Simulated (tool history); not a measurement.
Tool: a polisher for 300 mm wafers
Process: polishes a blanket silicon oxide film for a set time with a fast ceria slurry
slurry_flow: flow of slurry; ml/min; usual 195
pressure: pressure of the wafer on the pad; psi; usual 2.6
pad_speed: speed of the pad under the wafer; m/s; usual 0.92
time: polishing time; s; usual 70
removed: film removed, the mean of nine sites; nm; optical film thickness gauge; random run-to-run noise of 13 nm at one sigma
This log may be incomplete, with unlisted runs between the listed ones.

run,hour,slurry_flow,pressure,pad_speed,time,wafers since the last listed run,wafers polished on this pad,hours since the slurry nozzle was cleaned,hours since the head pressure was calibrated,"incoming thickness of the incoming film, nm",removed
1,0.0,250,2.6,0.82,70,0,202,246.3,1027.5,3238.4,752.5
2,17.1,195,2.6,0.82,70,109,312,263.4,1044.6,3270.6,709.8
3,30.4,195,2.6,0.82,70,85,398,276.7,1057.9,3246.3,716.7
4,48.2,195,2.6,0.82,70,114,512,294.5,1075.7,3238.2,711.6
5,60.5,145,2.6,0.92,82,79,591,306.8,1088.0,3292.2,836.8
6,66.7,145,2.6,0.92,82,39,631,313.0,1094.2,3216.5,825.4
# hour 81.7: worn pad replaced by a new one
7,84.2,145,2.6,0.92,82,86,16,330.5,1111.7,3230.3,937.3
8,96.1,180,2.6,0.92,89,76,92,342.4,1123.6,3247.7,1032.4
9,112.8,180,2.6,0.92,89,107,199,359.1,1140.3,3181.8,1050.4
10,129.6,180,2.6,0.92,89,107,307,375.9,1157.1,3164.4,995.9
11,142.6,165,2.6,0.92,70,83,391,388.9,1170.1,3228.0,756.1
12,148.9,195,2.6,0.92,85,40,431,395.2,1176.4,3234.9,909.8
13,155.7,195,2.6,0.92,85,43,475,402.0,1183.2,3232.9,916.4
14,164.6,240,2.6,0.92,70,57,532,410.9,1192.1,3169.6,784.0
15,176.2,240,2.6,0.92,70,74,607,422.5,1203.7,3240.2,768.2
# hour 183.6: worn pad replaced by a new one
16,190.3,240,2.6,0.92,70,64,43,436.6,1217.8,3235.2,864.6
17,202.6,195,2.6,0.92,70,79,122,448.9,1230.1,3226.1,829.5
18,209.5,195,2.6,0.92,70,44,166,455.8,1237.0,3219.0,834.1
# hour 213.8: slurry nozzle cleaned
19,217.3,195,2.6,0.92,70,43,210,3.5,1244.8,3181.4,822.9
# hour 227.5: head pressure recalibrated
20,231.6,175,2.6,0.92,70,79,289,17.8,4.1,3239.7,796.1
21,240.3,195,2.6,0.92,70,55,345,26.5,12.8,3228.0,793.2
22,250.4,195,2.6,0.92,70,64,409,36.6,22.9,3225.7,759.5
23,256.9,195,2.6,0.76,78,41,451,43.1,29.4,3204.3,736.6
24,264.6,145,2.6,0.92,70,49,501,50.8,37.1,3283.9,741.9
25,273.8,250,2.6,0.82,70,59,560,60.0,46.3,3176.0,718.4
# hour 295.8: worn pad replaced by a new one
26,310.4,195,3.1,0.92,70,209,94,96.6,82.9,3201.1,901.5
27,324.7,195,2.6,1.02,70,91,185,110.9,97.2,3231.6,866.3
28,337.3,195,2.9,0.62,70,80,266,123.5,109.8,3248.4,614.5
29,351.3,195,2.6,0.74,60,89,356,137.5,123.8,3267.5,559.6
30,363.8,215,3.4,1.14,70,80,437,150.0,136.3,3213.2,1117.3
31,381.0,170,2.6,0.60,70,110,547,167.2,153.5,3220.6,514.1
# hour 394.7: worn pad replaced by a new one
32,398.6,160,2.9,0.92,70,87,25,184.8,171.1,3240.8,835.0
33,412.6,130,2.3,0.62,70,89,115,198.8,185.1,3203.9,496.1
34,424.4,195,2.6,1.02,70,75,191,210.6,196.9,3171.2,869.8
35,440.5,195,2.0,0.92,80,103,294,226.7,213.0,3177.4,785.7
36,447.1,220,2.2,1.12,51,42,336,233.3,219.6,3171.7,608.5
37,458.9,195,3.2,1.18,88,75,412,245.1,231.4,3176.0,1406.0
38,472.8,195,2.6,0.92,70,89,502,259.0,245.3,3216.4,749.0

Below are 3 alternative next runs, each starting from the tool's condition after run 38. Predict each:
A,473.2,195,2.6,0.72,70,2,504,259.4,245.7,3200.1,?
B,473.2,260,1.8,1.22,70,2,504,259.4,245.7,3200.1,?
C,473.2,195,2.2,0.92,62,2,504,259.4,245.7,3200.1,?

run,removed
A,620.8
B,822.1
C,612.0
Stripped of hidden state, with their random variation kept, the same runs would have yielded:
run,removed
A,700.7
B,927.8
C,690.8

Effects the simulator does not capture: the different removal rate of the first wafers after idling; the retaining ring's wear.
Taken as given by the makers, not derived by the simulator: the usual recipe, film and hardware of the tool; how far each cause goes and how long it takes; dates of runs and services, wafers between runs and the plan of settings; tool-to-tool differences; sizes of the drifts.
